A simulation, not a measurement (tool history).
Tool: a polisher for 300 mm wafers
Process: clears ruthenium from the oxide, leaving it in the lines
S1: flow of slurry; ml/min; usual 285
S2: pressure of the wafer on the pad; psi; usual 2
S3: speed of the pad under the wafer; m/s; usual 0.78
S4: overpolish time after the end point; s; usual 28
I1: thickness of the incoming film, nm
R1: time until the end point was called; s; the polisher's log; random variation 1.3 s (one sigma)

run,hour,S1,S2,S3,S4,I1,R1
1,0,285,2,0.78,28,64.7,89
# hour 1.3: worn pad replaced by a new one
2,20.4,285,1.5,0.78,39,65.4,103.7
3,36,285,1.5,0.78,39,66.4,108.7
4,54.2,285,1.8,0.94,28,64.1,76.5
5,87.8,285,2,0.78,28,66.5,90.2
6,103.6,285,2,0.78,28,65.7,88.5
# hour 132.1: worn pad replaced by a new one
7,136.9,240,2,0.78,28,66.2,91.9
8,170.3,240,2,0.78,28,64.1,87.3
9,193.8,285,2,0.78,32,65.4,89.4
10,208.4,285,1.7,0.78,18,64.7,94.8
11,230.5,370,2.4,0.6,36,65.7,103.9
# hour 258.8: head pressure recalibrated
12,264.9,285,2,0.78,28,64.5,86.2
# hour 271.9: slurry nozzle cleaned
13,285.9,285,2,0.52,39,65.9,130.7
# hour 302.2: worn pad replaced by a new one
14,302.7,285,2.6,0.66,28,65.7,88.2
15,313.6,285,2.6,0.78,16,64,72.4
16,349.4,285,2.6,1.02,28,63.9,56.5
17,364.6,245,2,0.88,40,65,79.9
18,393.1,285,2.4,0.54,19,65.1,116
19,412,285,2,0.78,28,65,88.9

4 ways to go on from here, each from the tool as it stands after run 19. What would each give?
A,412.4,285,2,0.78,28,63.9,?
B,412.4,285,2,0.78,18,63.9,?
C,412.4,250,1.4,0.62,45,63.9,?
D,412.4,355,2,0.78,28,63.9,?

run,R1
A,87.9
B,87.9
C,135.9
D,86.7
Without the tool's hidden state the same runs would have given:
run,R1
A,87.9
B,87.9
C,135.9
D,86.7
